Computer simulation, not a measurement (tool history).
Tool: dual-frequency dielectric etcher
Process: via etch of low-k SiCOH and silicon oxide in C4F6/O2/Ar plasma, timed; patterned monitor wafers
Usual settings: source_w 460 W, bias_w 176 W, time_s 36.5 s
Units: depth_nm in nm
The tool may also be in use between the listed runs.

run	hour	source_w	bias_w	time_s	wafers since the last listed run	hours since the last wet clean	hours since the last source power generator calibration	hours since the last bias power generator calibration	hours since the last upper electrode change	hours since the gauge calibration	read-back reference wafer on the same gauge, depth_nm	depth_nm
1	0.0	460	176	36.5	0	280.1	3392.3	2080.6	2463.8	1082.0	81.6	87.0
# hour 37.7: gauge calibrated
2	65.1	460	176	36.5	607	345.2	3457.4	2145.7	2528.9	27.4	81.6	87.0
3	130.5	460	176	29.5	610	410.6	3522.8	2211.1	2594.3	92.8	81.6	70.1
# hour 163.4: wet clean of the chamber
4	200.6	460	176	36.5	430	37.2	3592.9	2281.2	2664.4	162.9	81.6	87.2
5	357.5	460	176	36.5	1464	194.1	3749.8	2438.1	2821.3	319.8	81.6	87.0
# hour 407.6: upper electrode replaced
6	408.6	460	176	36.5	252	245.2	3800.9	2489.2	1.0	370.9	81.6	87.0
# hour 417.7: source power generator calibrated
7	458.1	460	176	40.5	424	294.7	40.4	2538.7	50.5	420.4	81.6	96.3
# hour 484.2: bias power generator calibrated
8	492.4	460	176	36.5	282	329.0	74.7	8.2	84.8	454.7	81.6	88.1
# hour 543.7: wet clean of the chamber
9	546.8	460	176	36.5	283	3.1	129.1	62.6	139.2	509.1	81.6	88.8
10	584.1	460	176	36.5	348	40.4	166.4	99.9	176.5	546.4	81.6	88.7
11	629.4	460	176	33.5	422	85.7	211.7	145.2	221.8	591.7	81.6	81.2
12	837.1	460	176	36.5	1938	293.4	419.4	352.9	429.5	799.4	81.6	87.9
13	887.6	560	214	45.5	471	343.9	469.9	403.4	480.0	849.9	81.6	123.4
14	929.6	460	176	36.5	392	385.9	511.9	445.4	522.0	891.9	81.6	87.9
# hour 938.7: gauge calibrated
# hour 990.3: wet clean of the chamber
15	992.0	460	176	26.0	358	1.7	574.3	507.8	584.4	53.3	81.6	63.2
16	1024.2	460	176	36.5	300	33.9	606.5	540.0	616.6	85.5	81.6	88.4
17	1077.7	520	215	42.5	499	87.4	660.0	593.5	670.1	139.0	81.6	112.8
18	1131.0	500	157	27.5	497	140.7	713.3	646.8	723.4	192.3	81.6	66.4
19	1183.1	580	138	41.5	486	192.8	765.4	698.9	775.5	244.4	81.6	102.5
20	1242.3	460	176	36.5	552	252.0	824.6	758.1	834.7	303.6	81.6	87.9
21	1274.7	460	210	43.5	302	284.4	857.0	790.5	867.1	336.0	81.6	109.6
22	1337.6	460	194	32.0	587	347.3	919.9	853.4	930.0	398.9	81.6	79.0

How the hidden state differs across the entries between the runs, from the last listed run before each to the first after it:
Between runs 1 and 2: gauge calibrated (hour 37.7)
  etch rate over this chamber's usual, %: -0.748 -> -0.902; bias power that arrives over what is set, %: -4.64 -> -4.77
  measured less the result without the state, depth_nm: -1.7 -> -1.9 nm
Between runs 3 and 4: wet clean of the chamber (hour 163.4)
  etch rate over this chamber's usual, %: -1.06 -> -0.209; bias power that arrives over what is set, %: -4.91 -> -5.05
  measured less the result without the state, depth_nm: -1.6 -> -1.3 nm
Between runs 5 and 6: upper electrode replaced (hour 407.6)
  etch rate over this chamber's usual, %: -0.582 -> -0.703; bias power that arrives over what is set, %: -5.38 -> -5.49
  measured less the result without the state, depth_nm: -1.7 -> -1.8 nm
Between runs 6 and 7: source power generator calibrated (hour 417.7)
  etch rate over this chamber's usual, %: -0.703 -> -0.821; bias power that arrives over what is set, %: -5.49 -> -5.59
  measured less the result without the state, depth_nm: -1.8 -> -2.2 nm
Between runs 7 and 8: bias power generator calibrated (hour 484.2)
  etch rate over this chamber's usual, %: -0.821 -> -0.902; bias power that arrives over what is set, %: -5.59 -> -0.638
  measured less the result without the state, depth_nm: -2.2 -> -0.9 nm
Between runs 8 and 9: wet clean of the chamber (hour 543.7)
  etch rate over this chamber's usual, %: -0.902 -> 0.0755; bias power that arrives over what is set, %: -0.638 -> -0.751
  measured less the result without the state, depth_nm: -0.9 -> -0.1 nm
Between runs 14 and 15: gauge calibrated (hour 938.7); wet clean of the chamber (hour 990.3)
  etch rate over this chamber's usual, %: -0.834 -> 0.0838; bias power that arrives over what is set, %: -1.55 -> -1.68
  measured less the result without the state, depth_nm: -1.1 -> -0.3 nm

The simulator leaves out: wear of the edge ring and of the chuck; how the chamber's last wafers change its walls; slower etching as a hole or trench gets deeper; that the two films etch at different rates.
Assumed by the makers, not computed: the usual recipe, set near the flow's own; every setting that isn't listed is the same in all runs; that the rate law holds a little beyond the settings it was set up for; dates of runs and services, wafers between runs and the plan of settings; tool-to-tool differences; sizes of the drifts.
